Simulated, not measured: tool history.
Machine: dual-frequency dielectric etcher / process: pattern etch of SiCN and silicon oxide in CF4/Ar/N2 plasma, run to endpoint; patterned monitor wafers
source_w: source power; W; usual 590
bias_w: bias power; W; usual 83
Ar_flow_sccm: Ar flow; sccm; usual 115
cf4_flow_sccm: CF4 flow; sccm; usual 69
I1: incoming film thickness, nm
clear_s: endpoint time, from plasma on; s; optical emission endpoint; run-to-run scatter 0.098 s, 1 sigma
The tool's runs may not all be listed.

{"run": 1, "hour": 0.0, "source_w": 590, "bias_w": 83, "Ar_flow_sccm": 115, "cf4_flow_sccm": 69, "I1": 17.94, "clear_s": 15.7}
{"run": 2, "hour": 11.3, "source_w": 590, "bias_w": 83, "Ar_flow_sccm": 103, "cf4_flow_sccm": 69, "I1": 17.96, "clear_s": 15.6}
{"run": 3, "hour": 28.9, "source_w": 590, "bias_w": 83, "Ar_flow_sccm": 103, "cf4_flow_sccm": 69, "I1": 17.99, "clear_s": 15.7}
{"run": 4, "hour": 35.7, "source_w": 590, "bias_w": 83, "Ar_flow_sccm": 103, "cf4_flow_sccm": 69, "I1": 17.91, "clear_s": 15.6}
{"run": 5, "hour": 59.6, "source_w": 590, "bias_w": 83, "Ar_flow_sccm": 115, "cf4_flow_sccm": 69, "I1": 17.76, "clear_s": 15.8}
{"run": 6, "hour": 74.8, "source_w": 590, "bias_w": 83, "Ar_flow_sccm": 115, "cf4_flow_sccm": 69, "I1": 17.98, "clear_s": 16}
{"run": 7, "hour": 91.2, "source_w": 590, "bias_w": 83, "Ar_flow_sccm": 115, "cf4_flow_sccm": 69, "I1": 17.85, "clear_s": 15.9}
{"hour": 107.4, "done": "Ar flow controller replaced"}
{"run": 8, "hour": 107.9, "source_w": 590, "bias_w": 83, "Ar_flow_sccm": 115, "cf4_flow_sccm": 69, "I1": 18.07, "clear_s": 16.2}
{"run": 9, "hour": 116.3, "source_w": 530, "bias_w": 83, "Ar_flow_sccm": 101, "cf4_flow_sccm": 69, "I1": 17.99, "clear_s": 16.9}
{"run": 10, "hour": 125.1, "source_w": 590, "bias_w": 101, "Ar_flow_sccm": 139, "cf4_flow_sccm": 69, "I1": 17.95, "clear_s": 15.3}
{"run": 11, "hour": 138.5, "source_w": 710, "bias_w": 83, "Ar_flow_sccm": 115, "cf4_flow_sccm": 58, "I1": 17.95, "clear_s": 14.5}
{"hour": 157.7, "done": "source power generator calibrated"}
{"hour": 169.1, "done": "upper electrode replaced"}
{"run": 12, "hour": 169.6, "source_w": 500, "bias_w": 67, "Ar_flow_sccm": 91, "cf4_flow_sccm": 63, "I1": 17.92, "clear_s": 18.8}
{"run": 13, "hour": 171.4, "source_w": 520, "bias_w": 83, "Ar_flow_sccm": 101, "cf4_flow_sccm": 62, "I1": 18.13, "clear_s": 17.4}
{"run": 14, "hour": 182.8, "source_w": 590, "bias_w": 78, "Ar_flow_sccm": 115, "cf4_flow_sccm": 60, "I1": 17.94, "clear_s": 16.7}
{"hour": 191.0, "done": "CF4 flow controller replaced"}
{"run": 15, "hour": 196.7, "source_w": 520, "bias_w": 83, "Ar_flow_sccm": 115, "cf4_flow_sccm": 69, "I1": 17.86, "clear_s": 17.3}
{"run": 16, "hour": 208.7, "source_w": 590, "bias_w": 83, "Ar_flow_sccm": 115, "cf4_flow_sccm": 69, "I1": 17.91, "clear_s": 15.9}
{"run": 17, "hour": 214.9, "source_w": 590, "bias_w": 63, "Ar_flow_sccm": 115, "cf4_flow_sccm": 69, "I1": 18.07, "clear_s": 17.8}
{"hour": 245.4, "done": "wet clean of the chamber"}
{"run": 18, "hour": 245.9, "source_w": 590, "bias_w": 83, "Ar_flow_sccm": 115, "cf4_flow_sccm": 65, "I1": 17.7, "clear_s": 15.4}
{"run": 19, "hour": 246.3, "source_w": 590, "bias_w": 83, "Ar_flow_sccm": 115, "cf4_flow_sccm": 69, "I1": 17.89, "clear_s": 15.3}
{"hour": 272.8, "done": "bias power generator calibrated"}
{"run": 20, "hour": 280.9, "source_w": 590, "bias_w": 83, "Ar_flow_sccm": 115, "cf4_flow_sccm": 69, "I1": 17.85, "clear_s": 15.3}
{"run": 21, "hour": 294.2, "source_w": 590, "bias_w": 83, "Ar_flow_sccm": 103, "cf4_flow_sccm": 69, "I1": 17.93, "clear_s": 15.3}
{"run": 22, "hour": 307.7, "source_w": 590, "bias_w": 83, "Ar_flow_sccm": 115, "cf4_flow_sccm": 69, "I1": 18, "clear_s": 15.6}
{"run": 23, "hour": 318.6, "source_w": 590, "bias_w": 83, "Ar_flow_sccm": 115, "cf4_flow_sccm": 69, "I1": 18.06, "clear_s": 15.8}
{"run": 24, "hour": 370.1, "source_w": 730, "bias_w": 92, "Ar_flow_sccm": 88, "cf4_flow_sccm": 84, "I1": 17.97, "clear_s": 12.4}

What if the next run were any one of these 4? Each begins from the tool's condition after run 24:
{"run": "A", "hour": 370.5, "source_w": 590, "bias_w": 83, "Ar_flow_sccm": 115, "cf4_flow_sccm": 69, "I1": 18.08, "clear_s": "?"}
{"run": "B", "hour": 370.5, "source_w": 590, "bias_w": 83, "Ar_flow_sccm": 93, "cf4_flow_sccm": 69, "I1": 18.08, "clear_s": "?"}
{"run": "C", "hour": 370.5, "source_w": 720, "bias_w": 101, "Ar_flow_sccm": 115, "cf4_flow_sccm": 69, "I1": 18.08, "clear_s": "?"}
{"run": "D", "hour": 370.5, "source_w": 640, "bias_w": 83, "Ar_flow_sccm": 115, "cf4_flow_sccm": 63, "I1": 18.08, "clear_s": "?"}

run=A clear_s=15.6
run=B clear_s=15.3
run=C clear_s=12.8
run=D clear_s=15
With no hidden state in the tool, these same runs would have given:
run=A clear_s=15.3
run=B clear_s=15
run=C clear_s=12.6
run=D clear_s=14.7

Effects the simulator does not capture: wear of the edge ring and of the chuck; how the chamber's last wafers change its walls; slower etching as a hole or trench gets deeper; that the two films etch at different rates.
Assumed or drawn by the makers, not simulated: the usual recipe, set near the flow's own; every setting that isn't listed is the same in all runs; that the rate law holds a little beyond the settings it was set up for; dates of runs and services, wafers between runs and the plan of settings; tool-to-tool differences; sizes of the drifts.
